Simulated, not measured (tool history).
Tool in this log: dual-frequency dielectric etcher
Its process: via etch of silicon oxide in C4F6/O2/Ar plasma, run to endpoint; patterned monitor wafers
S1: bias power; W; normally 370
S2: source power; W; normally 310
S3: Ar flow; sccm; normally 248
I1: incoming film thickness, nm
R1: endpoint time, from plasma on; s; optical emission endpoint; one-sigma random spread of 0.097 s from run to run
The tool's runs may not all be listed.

run	hour	S1	S2	S3	I1	R1
1	0.0	370	250	248	69.5	21.0
2	13.2	370	250	248	70.1	21.2
3	25.2	370	250	248	69.9	21.1
# hour 68.9: wet clean of the chamber
4	69.4	370	310	248	69.6	19.7
5	69.7	370	310	235	70.6	19.7
6	82.2	370	310	235	69.8	19.4
7	111.2	370	310	235	70.1	19.5
8	146.3	370	310	248	70.7	20.0
# hour 187.8: Ar flow controller replaced
9	194.7	370	310	248	70.9	20.0
# hour 236.6: upper electrode replaced
10	237.1	328	310	248	70.4	20.4
11	237.5	328	310	248	70.0	20.2
12	270.7	343	310	248	70.3	20.0
13	304.8	343	310	248	69.8	19.9
14	322.9	370	250	248	70.7	21.5
# hour 339.0: source power generator calibrated
# hour 353.0: bias power generator calibrated
15	353.5	345	310	212	70.5	20.0
16	386.9	342	310	287	69.5	20.4
17	407.2	370	280	193	69.9	19.7
18	438.8	370	310	248	69.7	19.6
# hour 473.7: wet clean of the chamber
19	474.2	430	310	248	69.7	19.0
20	474.6	370	310	248	70.0	19.8
21	490.6	450	280	248	70.1	19.4
22	509.4	370	310	296	70.1	20.3
23	539.8	445	310	305	69.6	19.5

The next listed run, before its measurement:
24	552.2	370	310	248	70.5	?

For run 24 the tool returned R1 19.8 s.
On a tool with no hidden condition, and with the same random variation, this run would have come out at R1 19.8 s.

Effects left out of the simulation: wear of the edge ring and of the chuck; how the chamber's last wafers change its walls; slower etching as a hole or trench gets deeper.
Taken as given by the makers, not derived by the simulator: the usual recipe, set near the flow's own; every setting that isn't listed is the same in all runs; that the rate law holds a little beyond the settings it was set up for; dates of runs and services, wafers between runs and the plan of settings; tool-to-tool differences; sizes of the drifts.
